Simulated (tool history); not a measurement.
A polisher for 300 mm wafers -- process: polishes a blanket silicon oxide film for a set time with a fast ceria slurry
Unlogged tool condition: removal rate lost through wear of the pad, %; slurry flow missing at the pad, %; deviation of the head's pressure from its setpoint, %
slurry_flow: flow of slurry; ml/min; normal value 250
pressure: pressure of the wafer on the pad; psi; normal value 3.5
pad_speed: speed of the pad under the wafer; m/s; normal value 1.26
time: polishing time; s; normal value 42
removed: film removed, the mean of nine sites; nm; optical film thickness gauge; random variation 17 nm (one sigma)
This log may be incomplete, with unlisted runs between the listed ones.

run   hour  slurry_flow  pressure  pad_speed  time  wafers since the last listed run  wafers polished on this pad  hours since the slurry nozzle was cleaned  hours since the head pressure was calibrated  incoming thickness of the incoming film, nm  removed
  1    0.0          250       3.5       1.26    42                                 0                         1165                                      148.7                                         439.7                                       2915.5   1113.5
      20.4  -- head pressure recalibrated
  2   48.1          250       3.5       1.26    42                               560                         1726                                      196.8                                          27.7                                       2899.3   1110.6
      50.1  -- slurry nozzle cleaned
      89.3  -- worn pad replaced by a new one
  3  112.8          250       3.5       1.26    42                               725                          285                                       62.7                                          92.4                                       2902.1   1134.8
  4  142.6          220       3.5       1.26    42                               362                          647                                       92.5                                         122.2                                       2895.2   1109.3
     251.4  -- slurry nozzle cleaned
     263.0  -- worn pad replaced by a new one
  5  263.5          220       3.5       1.26    42                              1408                            6                                       12.1                                         243.1                                       2904.1   1076.0
  6  297.0          250       3.5       1.26    42                               407                          413                                       45.6                                         276.6                                       2924.8   1106.1
  7  347.2          250       3.5       1.26    42                               610                         1023                                       95.8                                         326.8                                       2879.7   1124.7
  8  419.0          250       3.5       1.26    42                               872                         1896                                      167.6                                         398.6                                       2884.7   1094.1
     434.5  -- worn pad replaced by a new one
  9  490.0          250       3.5       1.26    42                               814                          674                                      238.6                                         469.6                                       2883.0   1088.3
     508.5  -- head pressure recalibrated
     510.3  -- slurry nozzle cleaned
 10  529.1          180       3.5       1.26    42                               438                         1112                                       18.8                                          20.6                                       2895.5   1086.9
 11  605.3          280       3.5       1.26    42                               926                         2038                                       95.0                                          96.8                                       2896.4   1109.1
     617.0  -- worn pad replaced by a new one
 12  718.9          250       3.0       0.84    56                              1331                         1237                                      208.6                                         210.4                                       2911.0    989.8
     727.6  -- slurry nozzle cleaned
 13  746.3          250       3.5       1.26    54                               320                         1558                                       18.7                                         237.8                                       2893.5   1463.3
     769.4  -- worn pad replaced by a new one
 14  772.7          250       3.5       1.46    49                               272                           40                                       45.1                                         264.2                                       2855.5   1464.9

Run 15 comes next. What will it give?
 15  800.9          190       3.0       1.26    31                               342                          383                                       73.3                                         292.4                                       2864.3        ?

{"run 15": {"removed": 693.1}}
Were there no unlogged condition in the tool, this run, its random variation unchanged, would have produced removed 693.1 nm.

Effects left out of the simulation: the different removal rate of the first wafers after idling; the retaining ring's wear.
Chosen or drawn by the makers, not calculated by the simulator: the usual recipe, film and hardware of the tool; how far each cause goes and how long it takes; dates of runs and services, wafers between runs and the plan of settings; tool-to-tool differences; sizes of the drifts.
